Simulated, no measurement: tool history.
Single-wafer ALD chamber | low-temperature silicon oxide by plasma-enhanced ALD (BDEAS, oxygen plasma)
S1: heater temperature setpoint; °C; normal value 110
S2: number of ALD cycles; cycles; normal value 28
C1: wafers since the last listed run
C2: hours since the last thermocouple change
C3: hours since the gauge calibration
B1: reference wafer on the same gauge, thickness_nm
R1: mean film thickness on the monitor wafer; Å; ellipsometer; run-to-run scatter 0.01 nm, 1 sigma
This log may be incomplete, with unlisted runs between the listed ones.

run	hour	S1	S2	C1	C2	C3	B1	R1
1	0	110	30	0	229.1	70.1	4.971	44.9
2	26.9	110	28	181	256	97	4.967	41.86
3	92.5	110	28	443	321.6	162.6	4.97	42.05
4	150.1	110	32	389	379.2	220.2	4.974	48.02
5	187.3	110	32	251	416.4	257.4	4.971	48.05
6	249.9	110	32	423	479	320	4.964	48
7	309.3	110	28	401	538.4	379.4	4.974	42.37
8	346.3	110	28	250	575.4	416.4	4.965	41.99
9	408.8	110	28	422	637.9	478.9	4.966	42.06
10	452.5	120	28	295	681.6	522.6	4.97	41.25
11	476.8	110	28	164	705.9	546.9	4.979	42.3
12	532.9	116	26	379	762	603	4.974	38.73
13	574.9	110	29	283	804	645	4.969	43.82
14	627.4	110	28	354	856.5	697.5	4.974	42.41
15	679.4	110	28	351	908.5	749.5	4.975	42.2
# hour 689.2: gauge calibrated
16	716.2	116	33	248	945.3	27	4.973	49.18
17	759.7	117	24	293	988.8	70.5	4.966	35.77
18	803.1	110	24	293	1032.2	113.9	4.973	36.23
19	863.5	96	23	408	1092.6	174.3	4.974	36.45
20	924.5	122	24	412	1153.6	235.3	4.975	35.41
21	961.8	101	33	252	1190.9	272.6	4.969	51.6
22	1027.9	103	31	446	1257	338.7	4.97	48.06
# hour 1076.6: thermocouple changed; heater temperature recalibrated
23	1090.7	110	28	370	14.1	401.5	4.966	41.83
24	1126.8	106	33	243	50.2	437.6	4.972	49.73
25	1180.6	110	28	363	104	491.4	4.965	41.8
26	1250.1	97	28	469	173.5	560.9	4.969	43.52
27	1298.8	96	32	329	222.2	609.6	4.971	49.88
28	1349.9	117	33	345	273.3	660.7	4.969	48.58

5 options for the next run, each taken on its own from the tool as it stands now. Forecast them:
A	1350.3	110	28	2	273.7	661.1	?	?
B	1350.3	116	25	2	273.7	661.1	?	?
C	1350.3	115	31	2	273.7	661.1	?	?
D	1350.3	115	28	2	273.7	661.1	?	?
E	1350.3	104	33	2	273.7	661.1	?	?

run	B1	R1
A	4.971	41.88
B	4.971	36.93
C	4.971	45.89
D	4.971	41.45
E	4.971	49.98
The same runs, with their run-to-run variation unchanged, on a tool lacking any hidden condition would have given:
run	R1
A	41.84
B	36.89
C	45.84
D	41.4
E	49.93
